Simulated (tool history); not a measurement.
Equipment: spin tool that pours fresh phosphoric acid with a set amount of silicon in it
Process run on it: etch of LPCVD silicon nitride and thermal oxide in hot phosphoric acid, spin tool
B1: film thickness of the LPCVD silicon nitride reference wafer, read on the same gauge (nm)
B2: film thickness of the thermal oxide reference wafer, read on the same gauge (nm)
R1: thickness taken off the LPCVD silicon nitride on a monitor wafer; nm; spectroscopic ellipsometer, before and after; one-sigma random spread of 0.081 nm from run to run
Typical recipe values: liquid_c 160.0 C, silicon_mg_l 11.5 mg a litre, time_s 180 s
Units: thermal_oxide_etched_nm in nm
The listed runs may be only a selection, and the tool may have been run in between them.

Run 1, hour 0.0: usual settings but time_s 210 s; B1 50.00; B2 50.005. Result: R1 20.09 nm, thermal_oxide_etched_nm 0.447 nm.
Run 2, hour 98.5: usual settings but liquid_c 158.5 C; B1 50.02; B2 49.979. Result: R1 16.28 nm, thermal_oxide_etched_nm 0.371 nm.
Run 3, hour 127.3: usual settings but silicon_mg_l 18.5 mg a litre, time_s 120 s; B1 50.03; B2 49.996. Result: R1 11.45 nm, thermal_oxide_etched_nm 0.277 nm.
At hour 134.8: thermometer replaced, repeated, since the last time left the tool worse.
Run 4, hour 154.8: usual settings but liquid_c 159.0 C; B1 50.01; B2 50.011. Result: R1 15.06 nm, thermal_oxide_etched_nm 0.348 nm.
Run 5, hour 180.2: usual settings but time_s 120 s; B1 50.02; B2 49.971. Result: R1 10.44 nm, thermal_oxide_etched_nm 0.269 nm.
Run 6, hour 194.3: usual settings but time_s 220 s; B1 50.01; B2 49.991. Result: R1 19.03 nm, thermal_oxide_etched_nm 0.514 nm.
Run 7, hour 213.3: usual settings; B1 50.05; B2 49.996. Result: R1 15.56 nm, thermal_oxide_etched_nm 0.359 nm.
Run 8, hour 238.3: usual settings but time_s 275 s; B1 49.99; B2 49.993. Result: R1 24.09 nm, thermal_oxide_etched_nm 0.631 nm.
At hour 242.0: gauge calibrated.
Run 9, hour 253.3: usual settings but liquid_c 161.5 C, silicon_mg_l 18.0 mg a litre; B1 49.99; B2 50.000. Result: R1 16.45 nm, thermal_oxide_etched_nm 0.351 nm.
Run 10, hour 286.7: usual settings but liquid_c 161.0 C, silicon_mg_l 17.5 mg a litre; B1 50.00; B2 49.998. Result: R1 16.27 nm, thermal_oxide_etched_nm 0.324 nm.
Run 11, hour 385.8: usual settings but liquid_c 159.0 C, silicon_mg_l 6.0 mg a litre; B1 50.02; B2 50.007. Result: R1 15.21 nm, thermal_oxide_etched_nm 0.429 nm.
Run 12, hour 411.5: usual settings but time_s 270 s; B1 50.02; B2 49.992. Result: R1 23.45 nm, thermal_oxide_etched_nm 0.596 nm.
Run 13, hour 436.2: usual settings; B1 50.04; B2 50.028. Result: R1 15.75 nm, thermal_oxide_etched_nm 0.404 nm.
Run 14, hour 462.4: usual settings but time_s 85 s; B1 50.01; B2 49.988. Result: R1 7.44 nm, thermal_oxide_etched_nm 0.159 nm.
At hour 470.8: dissolved silicon flow meter replaced.
Run 15, hour 479.9: usual settings; B1 50.00; B2 50.007. Result: R1 15.81 nm, thermal_oxide_etched_nm 0.449 nm.
Run 16, hour 508.9: usual settings but liquid_c 162.0 C; B1 50.00; B2 50.012. Result: R1 16.83 nm, thermal_oxide_etched_nm 0.451 nm.
Run 17, hour 533.6: usual settings but liquid_c 161.5 C, time_s 285 s; B1 49.99; B2 50.006. Result: R1 26.23 nm, thermal_oxide_etched_nm 0.740 nm.
Run 18, hour 561.0: usual settings but liquid_c 161.0 C, silicon_mg_l 16.5 mg a litre, time_s 220 s; B1 50.01; B2 49.994. Result: R1 20.04 nm, thermal_oxide_etched_nm 0.455 nm.
Run 19, hour 583.4: usual settings but time_s 220 s; B1 49.96; B2 50.011. Result: R1 19.30 nm, thermal_oxide_etched_nm 0.434 nm.
Run 20, hour 601.1: usual settings; B1 50.01; B2 50.015. Result: R1 15.77 nm, thermal_oxide_etched_nm 0.428 nm.
Run 21, hour 674.8: usual settings; B1 50.01; B2 49.997. Result: R1 15.88 nm, thermal_oxide_etched_nm 0.423 nm.

Hidden state, per run?
dissolved silicon flow below the setpoint (%): 0 in every run
temperature lost on the way to the wafer (K): 0 in every run
gauge reads high (%): 0 in every run
H1: liquid hotter than its thermometer reads (K)
run     H1
  1   3.14
  2   3.22
  3   3.25
  4  0.299
  5  0.319
  6   0.33
  7  0.345
  8  0.365
  9  0.377
 10  0.403
 11  0.482
 12  0.502
 13  0.522
 14  0.542
 15  0.556
 16  0.579
 17  0.599
 18  0.621
 19  0.638
 20  0.652
 21  0.711
